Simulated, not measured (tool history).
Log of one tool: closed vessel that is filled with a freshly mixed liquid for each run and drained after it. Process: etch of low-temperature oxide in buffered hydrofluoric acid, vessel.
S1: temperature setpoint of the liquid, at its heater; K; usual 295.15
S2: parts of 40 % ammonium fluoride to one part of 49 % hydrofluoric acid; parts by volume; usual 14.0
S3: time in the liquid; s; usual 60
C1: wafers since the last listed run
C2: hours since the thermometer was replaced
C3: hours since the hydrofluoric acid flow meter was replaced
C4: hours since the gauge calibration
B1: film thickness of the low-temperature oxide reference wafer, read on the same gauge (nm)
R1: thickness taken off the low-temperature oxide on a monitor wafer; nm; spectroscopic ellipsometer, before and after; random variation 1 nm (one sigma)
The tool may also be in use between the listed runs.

run   hour      S1    S2  S3    C1     C2     C3      C4      B1      R1
  1    0.0  295.15  14.0  60     0  511.4  401.5  1086.3  140.02  103.56
       1.6  -- gauge calibrated
  2   45.0  295.15  14.0  60  3804  556.4  446.5    43.4  140.01  104.33
     103.4  -- thermometer replaced
  3  106.3  295.15  14.0  60  5098    2.9  507.8   104.7  139.98  102.17
  4  183.4  295.15  14.0  60  6518   80.0  584.9   181.8  139.98  101.97
  5  244.8  295.15  14.0  60  5191  141.4  646.3   243.2  140.00  102.80
  6  284.2  295.15  14.0  60  3331  180.8  685.7   282.6  140.01  103.02
  7  353.7  295.15  14.0  50  5876  250.3  755.2   352.1  140.00   86.59

Forecast run 8:
  8  515.3  295.15  12.5  60  13663  411.9  916.8  513.7   ?   ?

Run 8 gave B1 140.02, R1 114.79 nm.
Without the tool's hidden state the same run would have given R1 111.17 nm.

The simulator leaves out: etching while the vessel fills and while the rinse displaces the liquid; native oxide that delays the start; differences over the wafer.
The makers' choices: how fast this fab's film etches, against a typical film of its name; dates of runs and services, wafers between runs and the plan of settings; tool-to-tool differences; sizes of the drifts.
